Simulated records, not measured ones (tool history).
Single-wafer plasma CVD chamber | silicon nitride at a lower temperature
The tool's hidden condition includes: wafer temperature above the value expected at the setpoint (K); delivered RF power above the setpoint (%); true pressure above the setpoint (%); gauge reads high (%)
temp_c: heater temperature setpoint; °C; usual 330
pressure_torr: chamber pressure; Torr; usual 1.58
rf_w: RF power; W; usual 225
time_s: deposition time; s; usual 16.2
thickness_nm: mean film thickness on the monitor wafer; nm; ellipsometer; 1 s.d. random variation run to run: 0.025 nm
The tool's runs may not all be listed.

run     day  temp_c  pressure_torr  rf_w  time_s  wafers since the last listed run  hours since the last thermocouple change  hours since the last RF generator calibration  hours since the last manometer calibration  hours since the showerhead was replaced  hours since the gauge calibration  read-back reference wafer on the same gauge, thickness_nm  thickness_nm
  1   0.000     330           1.58   225    16.2                                 0                                    2117.0                                          770.8                                      1955.3                                   2950.9                              256.5                                                     14.197        16.296
  2   1.383     330           1.58   225    16.2                               915                                    2150.2                                          804.0                                      1988.5                                   2984.1                              289.7                                                     14.202        16.299
  3   2.150     330           1.58   255    13.9                               507                                    2168.6                                          822.4                                      2006.9                                   3002.5                              308.1                                                     14.196        15.256
  4   2.917     330           1.58   255    13.9                               507                                    2187.0                                          840.8                                      2025.3                                   3020.9                              326.5                                                     14.198        15.286
  5   3.846     330           1.58   225    16.2                               615                                    2209.3                                          863.1                                      2047.6                                   3043.2                              348.8                                                     14.196        16.224
  6   4.754     330           1.58   225    16.2                               601                                    2231.1                                          884.9                                      2069.4                                   3065.0                              370.6                                                     14.204        16.227
  7   5.404     330           1.58   225    16.2                               430                                    2246.7                                          900.5                                      2085.0                                   3080.6                              386.2                                                     14.201        16.230
      5.629  -- gauge calibrated
  8   6.888     330           1.58   225    16.2                               981                                    2282.3                                          936.1                                      2120.6                                   3116.2                               30.2                                                     14.205        16.194
      7.662  -- capacitance manometer re-zeroed and calibrated
  9   7.683     330           1.58   195    16.2                               306                                    2301.4                                          955.2                                         0.5                                   3135.3                               49.3                                                     14.192        14.933
      8.379  -- showerhead replaced
 10   8.396     323           1.58   225    18.7                               250                                    2318.5                                          972.3                                        17.6                                      0.4                               66.4                                                     14.194        19.218
 11   9.879     341           1.89   255    16.2                               981                                    2354.1                                         1007.9                                        53.2                                     36.0                              102.0                                                     14.195        19.201
     10.792  -- RF generator calibrated
 12  10.808     337           1.34   205    14.4                               394                                    2376.4                                            0.4                                        75.5                                     58.3                              124.3                                                     14.202        13.113
 13  11.683     316           1.29   225    18.2                               579                                    2397.4                                           21.4                                        96.5                                     79.3                              145.3                                                     14.207        17.566
     12.371  -- thermocouple changed; heater temperature recalibrated
 14  12.512     330           1.58   225    16.2                               328                                       3.4                                           41.3                                       116.4                                     99.2                              165.2                                                     14.204        16.881
 15  14.379     330           1.97   245    16.2                              1235                                      48.2                                           86.1                                       161.2                                    144.0                              210.0                                                     14.200        19.292
 16  15.029     341           1.34   195    18.4                               430                                      63.8                                          101.7                                       176.8                                    159.6                              225.6                                                     14.204        16.108
 17  15.675     330           1.77   210    16.2                               427                                      79.3                                          117.2                                       192.3                                    175.1                              241.1                                                     14.203        16.740

5 options for the next run, each taken on its own from the tool as it stands now. Forecast them:
  A  15.692     330           1.58   225    16.2                                11                                      79.7                                          117.6                                       192.7                                    175.5                              241.5                                                          ?             ?
  B  15.692     321           1.95   225    16.2                                11                                      79.7                                          117.6                                       192.7                                    175.5                              241.5                                                          ?             ?
  C  15.692     330           1.58   215    16.2                                11                                      79.7                                          117.6                                       192.7                                    175.5                              241.5                                                          ?             ?
  D  15.692     330           1.58   200    17.2                                11                                      79.7                                          117.6                                       192.7                                    175.5                              241.5                                                          ?             ?
  E  15.692     315           1.83   225    19.0                                11                                      79.7                                          117.6                                       192.7                                    175.5                              241.5                                                          ?             ?

run  read-back reference wafer on the same gauge, thickness_nm  thickness_nm
  A                                                     14.209        16.856
  B                                                     14.209        18.216
  C                                                     14.209        16.309
  D                                                     14.209        16.431
  E                                                     14.209        20.956
With the hidden condition removed and each run's random variation left untouched, the same runs would have given:
run  thickness_nm
  A        16.902
  B        18.267
  C        16.355
  D        16.477
  E        21.014
